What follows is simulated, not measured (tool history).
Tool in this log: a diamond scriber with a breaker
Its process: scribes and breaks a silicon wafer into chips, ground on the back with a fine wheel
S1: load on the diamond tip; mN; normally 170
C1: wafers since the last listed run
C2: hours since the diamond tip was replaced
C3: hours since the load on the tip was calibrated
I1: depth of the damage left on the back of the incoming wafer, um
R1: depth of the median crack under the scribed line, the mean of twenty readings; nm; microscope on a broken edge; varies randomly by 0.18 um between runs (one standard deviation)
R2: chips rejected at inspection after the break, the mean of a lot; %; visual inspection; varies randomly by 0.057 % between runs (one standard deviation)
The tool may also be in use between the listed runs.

run   hour   S1    C1     C2      C3    I1     R1    R2
  1      0  170     0  583.5   892.8  2.88  14330  2.14
  2   57.1  170   339  640.6   949.9  2.39  14590  1.83
  3  101.9  170   266  685.4   994.7   1.8  14460  1.64
  4  164.6  170   372  748.1  1057.4  2.95  14690  2.22
  5  233.4  155   409  816.9  1126.2  2.42  13610  2.63
  6  261.8  170   168  845.3  1154.6   2.7  14500  2.03
     294.5  -- diamond tip replaced by a new one
  7    330  170   393   35.5  1222.8  1.51  14580  1.57
  8    380  170   297   85.5  1272.8  1.53  14300  1.55
     432.5  -- load on the tip recalibrated
  9  573.6  196  1139  279.1   141.1  1.84  15870  3.27
 10  621.7  197   286  327.2   189.2  2.41  16280  3.62

Run 11 has not been measured yet. What should we expect?
 11   692  187  418  397.5  259.5  2.08   ?   ?

Run 11 measured R1 15580 nm, R2 2.39 %.
The same run, on a tool lacking any hidden state, would have yielded R1 15580 nm, R2 2.39 %.
